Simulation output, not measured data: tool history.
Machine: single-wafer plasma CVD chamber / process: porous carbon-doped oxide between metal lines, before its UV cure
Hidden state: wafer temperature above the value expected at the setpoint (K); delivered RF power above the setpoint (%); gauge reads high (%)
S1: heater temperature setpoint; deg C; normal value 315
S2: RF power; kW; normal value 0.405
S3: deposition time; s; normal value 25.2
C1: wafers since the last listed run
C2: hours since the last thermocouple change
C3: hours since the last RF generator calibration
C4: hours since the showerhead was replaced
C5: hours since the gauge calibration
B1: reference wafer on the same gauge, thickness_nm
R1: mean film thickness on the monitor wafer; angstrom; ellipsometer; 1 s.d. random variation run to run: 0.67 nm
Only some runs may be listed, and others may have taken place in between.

Run 1, hour 0.0: usual settings but S2 0.365 kW; C1 0; C2 1743.4; C3 492.4; C4 5496.2; C5 368.2; B1 103.880. Result: R1 1032.88 angstrom.
Run 2, hour 26.1: usual settings but S2 0.365 kW; C1 420; C2 1769.5; C3 518.5; C4 5522.3; C5 394.3; B1 104.077. Result: R1 1024.88 angstrom.
Run 3, hour 59.2: usual settings but S2 0.365 kW; C1 532; C2 1802.6; C3 551.6; C4 5555.4; C5 427.4; B1 104.053. Result: R1 1018.93 angstrom.
Run 4, hour 94.9: usual settings; C1 574; C2 1838.3; C3 587.3; C4 5591.1; C5 463.1; B1 103.864. Result: R1 1130.24 angstrom.
Run 5, hour 115.3: usual settings; C1 328; C2 1858.7; C3 607.7; C4 5611.5; C5 483.5; B1 103.973. Result: R1 1119.20 angstrom.
Run 6, hour 134.1: usual settings; C1 302; C2 1877.5; C3 626.5; C4 5630.3; C5 502.3; B1 104.091. Result: R1 1134.65 angstrom.
Run 7, hour 169.8: usual settings; C1 574; C2 1913.2; C3 662.2; C4 5666.0; C5 538.0; B1 103.995. Result: R1 1132.02 angstrom.
Run 8, hour 197.6: usual settings; C1 447; C2 1941.0; C3 690.0; C4 5693.8; C5 565.8; B1 103.909. Result: R1 1124.10 angstrom.
Run 9, hour 268.7: usual settings; C1 1144; C2 2012.1; C3 761.1; C4 5764.9; C5 636.9; B1 103.957. Result: R1 1113.81 angstrom.
Run 10, hour 282.6: usual settings; C1 223; C2 2026.0; C3 775.0; C4 5778.8; C5 650.8; B1 104.016. Result: R1 1115.09 angstrom.
At hour 303.0: showerhead replaced.
At hour 317.9: thermocouple changed; heater temperature recalibrated.
Run 11, hour 318.4: usual settings; C1 318; C2 0.5; C3 810.8; C4 15.4; C5 686.6; B1 104.046. Result: R1 1123.05 angstrom.
Run 12, hour 343.0: usual settings; C1 396; C2 25.1; C3 835.4; C4 40.0; C5 711.2; B1 104.027. Result: R1 1134.23 angstrom.
Run 13, hour 403.9: usual settings; C1 980; C2 86.0; C3 896.3; C4 100.9; C5 772.1; B1 104.101. Result: R1 1120.02 angstrom.
Run 14, hour 429.2: usual settings but S3 22.1 s; C1 407; C2 111.3; C3 921.6; C4 126.2; C5 797.4; B1 104.183. Result: R1 978.35 angstrom.
At hour 441.8: RF generator calibrated.
Run 15, hour 443.7: usual settings; C1 104; C2 125.8; C3 1.9; C4 140.7; C5 811.9; B1 104.100. Result: R1 1084.28 angstrom.
Run 16, hour 472.6: usual settings but S2 0.460 kW, S3 26.9 s; C1 465; C2 154.7; C3 30.8; C4 169.6; C5 840.8; B1 103.708. Result: R1 1295.27 angstrom.
Run 17, hour 487.1: usual settings but S1 327 deg C, S2 0.475 kW; C1 233; C2 169.2; C3 45.3; C4 184.1; C5 855.3; B1 104.005. Result: R1 1180.33 angstrom.
At hour 491.1: gauge calibrated.
Run 18, hour 505.4: usual settings but S3 27.6 s; C1 294; C2 187.5; C3 63.6; C4 202.4; C5 14.3; B1 104.042. Result: R1 1171.17 angstrom.
Run 19, hour 529.2: usual settings but S2 0.435 kW, S3 22.7 s; C1 383; C2 211.3; C3 87.4; C4 226.2; C5 38.1; B1 104.042. Result: R1 1029.79 angstrom.
Run 20, hour 550.5: usual settings but S1 306 deg C, S2 0.385 kW, S3 22.7 s; C1 342; C2 232.6; C3 108.7; C4 247.5; C5 59.4; B1 104.024. Result: R1 961.50 angstrom.
Run 21, hour 577.3: usual settings but S1 311 deg C; C1 431; C2 259.4; C3 135.5; C4 274.3; C5 86.2; B1 103.781. Result: R1 1077.43 angstrom.
At hour 595.9: RF generator calibrated, repeated, since the last time left the tool worse.
Run 22, hour 603.3: usual settings; C1 289; C2 285.4; C3 7.4; C4 300.3; C5 112.2; B1 104.026. Result: R1 1164.63 angstrom.
Run 23, hour 627.6: usual settings but S1 302 deg C, S2 0.345 kW, S3 27.2 s; C1 391; C2 309.7; C3 31.7; C4 324.6; C5 136.5; B1 103.937. Result: R1 1123.89 angstrom.
Run 24, hour 645.8: usual settings but S1 325 deg C; C1 292; C2 327.9; C3 49.9; C4 342.8; C5 154.7; B1 104.100. Result: R1 1112.42 angstrom.
Run 25, hour 681.3: usual settings; C1 571; C2 363.4; C3 85.4; C4 378.3; C5 190.2; B1 104.060. Result: R1 1150.07 angstrom.
Run 26, hour 703.7: usual settings; C1 360; C2 385.8; C3 107.8; C4 400.7; C5 212.6; B1 103.995. Result: R1 1150.11 angstrom.
Run 27, hour 718.5: usual settings but S1 325 deg C, S3 20.2 s; C1 238; C2 400.6; C3 122.6; C4 415.5; C5 227.4; B1 103.929. Result: R1 890.82 angstrom.
Run 28, hour 736.4: usual settings; C1 288; C2 418.5; C3 140.5; C4 433.4; C5 245.3; B1 104.057. Result: R1 1156.86 angstrom.
Run 29, hour 772.1: usual settings but S2 0.350 kW; C1 574; C2 454.2; C3 176.2; C4 469.1; C5 281.0; B1 103.851. Result: R1 997.43 angstrom.
Run 30, hour 800.0: usual settings but S3 23.4 s; C1 449; C2 482.1; C3 204.1; C4 497.0; C5 308.9; B1 103.861. Result: R1 1062.64 angstrom.

Here are 3 independent what-if runs from the current tool condition. What would each one return?
Run A, hour 800.4: usual settings but S2 0.430 kW; C1 6; C2 482.5; C3 204.5; C4 497.4; C5 309.3; B1 ?. Result: R1 ?.
Run B, hour 800.4: usual settings but S1 306 deg C, S2 0.485 kW, S3 22.5 s; C1 6; C2 482.5; C3 204.5; C4 497.4; C5 309.3; B1 ?. Result: R1 ?.
Run C, hour 800.4: usual settings but S3 21.1 s; C1 6; C2 482.5; C3 204.5; C4 497.4; C5 309.3; B1 ?. Result: R1 ?.

run       B1       R1
  A  104.139  1212.95
  B  104.139  1260.25
  C  104.139   964.42
With no hidden state in the tool, these same runs would have given:
run       R1
  A  1237.67
  B  1282.43
  C   984.07
